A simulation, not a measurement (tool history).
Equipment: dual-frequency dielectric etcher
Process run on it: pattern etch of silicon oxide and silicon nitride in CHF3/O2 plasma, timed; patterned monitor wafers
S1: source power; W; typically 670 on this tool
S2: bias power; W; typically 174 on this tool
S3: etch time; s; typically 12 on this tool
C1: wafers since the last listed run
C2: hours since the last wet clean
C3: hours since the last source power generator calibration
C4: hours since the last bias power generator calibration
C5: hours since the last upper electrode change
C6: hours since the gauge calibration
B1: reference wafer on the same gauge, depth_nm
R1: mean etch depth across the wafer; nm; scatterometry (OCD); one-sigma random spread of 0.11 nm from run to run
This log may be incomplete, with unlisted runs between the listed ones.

run     day   S1   S2    S3    C1     C2      C3      C4      C5     C6     B1     R1
  1       0  670  174    12     0   37.9  1355.9  3341.5  3396.2  273.1  21.19   19.1
  2   2.133  630  174    12  1260   89.1  1407.1  3392.7  3447.4  324.3  21.18  18.61
  3   8.471  630  174    12  3743  241.2  1559.2  3544.8  3599.5  476.4  21.19  18.58
  4  10.642  630  174    12  1282  293.3  1611.3  3596.9  3651.6  528.5  21.19  18.09
  5  11.725  670  174    12   639  319.3  1637.3  3622.9  3677.6  554.5  21.15  18.18
     13.254  -- wet clean of the chamber
     13.388  -- bias power generator calibrated
  6  13.408  670  174    12   326    3.7  1677.7     0.5    3718  594.9  21.16  19.01
  7  14.271  670  174    12   509   24.4  1698.4    21.2  3738.7  615.6  21.19  18.91
     14.546  -- source power generator calibrated
  8  16.988  670  174    10  1506   89.6    58.6    86.4  3803.9  680.8   21.2  15.65
  9  19.879  670  174    12  1707    159     128   155.8  3873.3  750.2   21.2  18.69
 10  21.962  510  174    12  1230    209     178   205.8  3923.3  800.2  21.17  17.62
     22.429  -- gauge calibrated
 11  25.933  670  174    12  2345  304.3   273.3   301.1  4018.6   84.1  21.22   18.3
     28.421  -- wet clean of the chamber
 12  28.812  500  174   9.5  1109    9.4   342.4   370.2  4087.7  153.2  21.21  14.33
       31.1  -- upper electrode replaced
 13  31.167  800  143     9   799   65.9   398.9   426.7     1.6  209.7  21.21  13.89
 14  33.621  740  174  13.5  1449  124.8   457.8   485.6    60.5  268.6  21.16  21.48
 15  35.329  670  174    12  1009  165.8   498.8   526.6   101.5  309.6  21.19  18.81
 16  37.254  820  137    12  1136    212     545   572.8   147.7  355.8  21.23  18.15
 17  39.692  790  147  10.5  1439  270.5   603.5   631.3   206.2  414.3   21.2  15.95
 18  41.042  670  161    12   797  302.9   635.9   663.7   238.6  446.7   21.2  17.89

5 options for the next run, each taken on its own from the tool as it stands now. Forecast them:
  A  41.058  670  174  14.5   9  303.3  636.3  664.1  239  447.1   ?   ?
  B  41.058  670  162    12   9  303.3  636.3  664.1  239  447.1   ?   ?
  C  41.058  670  209  14.5   9  303.3  636.3  664.1  239  447.1   ?   ?
  D  41.058  670  205    12   9  303.3  636.3  664.1  239  447.1   ?   ?
  E  41.058  720  159    14   9  303.3  636.3  664.1  239  447.1   ?   ?

run     B1     R1
  A  21.21  22.04
  B  21.21  17.89
  C  21.21  23.19
  D  21.21  19.08
  E  21.21  21.07
The same runs, with their run-to-run variation unchanged, on a tool lacking any hidden condition would have given:
run     R1
  A  22.85
  B  18.55
  C  24.05
  D  19.79
  E  21.85
